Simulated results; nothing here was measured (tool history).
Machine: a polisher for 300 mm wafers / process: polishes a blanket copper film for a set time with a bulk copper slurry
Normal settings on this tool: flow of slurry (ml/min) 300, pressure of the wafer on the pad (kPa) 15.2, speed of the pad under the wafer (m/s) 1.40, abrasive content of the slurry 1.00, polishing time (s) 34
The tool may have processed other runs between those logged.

| run | hour | flow of slurry (ml/min) | pressure of the wafer on the pad (kPa) | speed of the pad under the wafer (m/s) | abrasive content of the slurry | polishing time (s) | wafers since the last listed run | wafers polished on this pad | hours since the slurry nozzle was cleaned | hours since the head pressure was calibrated | hours since the slurry blender was calibrated | incoming thickness of the incoming film, nm | film removed (nm) |
|---|---|---|---|---|---|---|---|---|---|---|---|---|---|
| 1 | 0.0 | 300 | 17.2 | 1.40 | 1.00 | 34 | 0 | 2882 | 80.6 | 193.0 | 56.2 | 2908.5 | 466.3 |
|  | 48.8 | worn pad replaced by a new one |
| 2 | 61.0 | 300 | 17.2 | 1.40 | 1.00 | 34 | 596 | 127 | 141.6 | 254.0 | 117.2 | 2881.1 | 460.5 |
| 3 | 146.9 | 300 | 17.2 | 1.40 | 1.00 | 34 | 899 | 1026 | 227.5 | 339.9 | 203.1 | 2930.3 | 463.5 |
| 4 | 202.7 | 300 | 15.2 | 1.40 | 1.00 | 34 | 584 | 1610 | 283.3 | 395.7 | 258.9 | 2924.3 | 405.2 |
|  | 243.8 | slurry blender recalibrated |
| 5 | 247.8 | 300 | 15.2 | 1.40 | 1.00 | 34 | 451 | 2062 | 328.4 | 440.8 | 4.0 | 2858.5 | 400.7 |
| 6 | 339.7 | 300 | 15.2 | 1.40 | 1.00 | 34 | 962 | 3024 | 420.3 | 532.7 | 95.9 | 2939.1 | 404.7 |
|  | 365.7 | worn pad replaced by a new one |
| 7 | 387.4 | 300 | 15.2 | 1.40 | 1.00 | 34 | 457 | 227 | 468.0 | 580.4 | 143.6 | 2855.7 | 402.4 |
| 8 | 430.5 | 300 | 15.2 | 1.40 | 1.00 | 34 | 451 | 678 | 511.1 | 623.5 | 186.7 | 2886.3 | 400.8 |
| 9 | 487.3 | 300 | 15.2 | 1.40 | 1.00 | 34 | 594 | 1273 | 567.9 | 680.3 | 243.5 | 2885.6 | 405.3 |
| 10 | 594.9 | 300 | 15.2 | 1.40 | 1.00 | 34 | 1126 | 2400 | 675.5 | 787.9 | 351.1 | 2859.1 | 410.0 |
|  | 602.0 | head pressure recalibrated |
|  | 608.5 | slurry blender recalibrated |
| 11 | 640.2 | 330 | 15.2 | 1.40 | 1.00 | 34 | 432 | 2832 | 720.8 | 38.2 | 31.7 | 2933.4 | 411.5 |
|  | 715.6 | worn pad replaced by a new one |
| 12 | 733.4 | 300 | 13.8 | 1.40 | 1.00 | 34 | 933 | 186 | 814.0 | 131.4 | 124.9 | 2885.2 | 367.8 |
| 13 | 777.6 | 300 | 13.8 | 1.40 | 1.00 | 34 | 462 | 649 | 858.2 | 175.6 | 169.1 | 2893.4 | 366.3 |
| 14 | 832.3 | 300 | 13.1 | 1.76 | 1.00 | 34 | 572 | 1222 | 912.9 | 230.3 | 223.8 | 2886.7 | 415.0 |
|  | 833.5 | slurry nozzle cleaned |
| 15 | 890.0 | 380 | 17.2 | 1.40 | 1.00 | 34 | 593 | 1815 | 56.5 | 288.0 | 281.5 | 2880.9 | 467.7 |
|  | 926.2 | slurry blender recalibrated |
| 16 | 979.2 | 370 | 16.5 | 1.22 | 1.00 | 31 | 912 | 2728 | 145.7 | 377.2 | 53.0 | 2865.4 | 369.7 |
| 17 | 1058.5 | 370 | 15.2 | 1.40 | 1.15 | 34 | 830 | 3559 | 225.0 | 456.5 | 132.3 | 2883.5 | 418.0 |
|  | 1102.3 | worn pad replaced by a new one |
| 18 | 1176.1 | 300 | 15.2 | 1.22 | 1.00 | 30 | 1189 | 772 | 342.6 | 574.1 | 249.9 | 2885.9 | 319.2 |
|  | 1252.0 | slurry blender recalibrated |
| 19 | 1269.2 | 300 | 12.4 | 1.88 | 1.10 | 28 | 953 | 1726 | 435.7 | 667.2 | 17.2 | 2856.4 | 352.1 |
| 20 | 1353.2 | 355 | 15.2 | 1.62 | 1.00 | 34 | 879 | 2605 | 519.7 | 751.2 | 101.2 | 2868.2 | 460.6 |
| 21 | 1402.5 | 225 | 15.2 | 1.40 | 1.25 | 34 | 516 | 3121 | 569.0 | 800.5 | 150.5 | 2875.8 | 411.0 |
|  | 1444.2 | worn pad replaced by a new one |
| 22 | 1479.0 | 300 | 15.2 | 1.40 | 1.00 | 34 | 759 | 364 | 645.5 | 877.0 | 227.0 | 2938.9 | 403.8 |
|  | 1503.4 | head pressure recalibrated |
|  | 1551.5 | slurry blender recalibrated |
| 23 | 1578.2 | 300 | 15.2 | 1.40 | 1.00 | 34 | 996 | 1361 | 744.7 | 74.8 | 26.7 | 2911.9 | 404.4 |
| 24 | 1670.0 | 300 | 15.2 | 1.40 | 1.00 | 34 | 961 | 2322 | 836.5 | 166.6 | 118.5 | 2844.6 | 401.8 |
| 25 | 1708.9 | 300 | 15.2 | 1.40 | 1.00 | 34 | 407 | 2729 | 875.4 | 205.5 | 157.4 | 2906.2 | 402.7 |
| 26 | 1747.2 | 250 | 12.4 | 1.76 | 1.00 | 34 | 401 | 3130 | 913.7 | 243.8 | 195.7 | 2913.7 | 389.2 |

For each run, what was the tool's unlogged condition?
removal rate lost through wear of the pad, %: 0, the same for each run
slurry flow missing at the pad, %: 0, the same for each run
deviation of the head's pressure from its setpoint, %: 0, the same for each run
abrasive missing from the slurry, %: 0, the same for each run

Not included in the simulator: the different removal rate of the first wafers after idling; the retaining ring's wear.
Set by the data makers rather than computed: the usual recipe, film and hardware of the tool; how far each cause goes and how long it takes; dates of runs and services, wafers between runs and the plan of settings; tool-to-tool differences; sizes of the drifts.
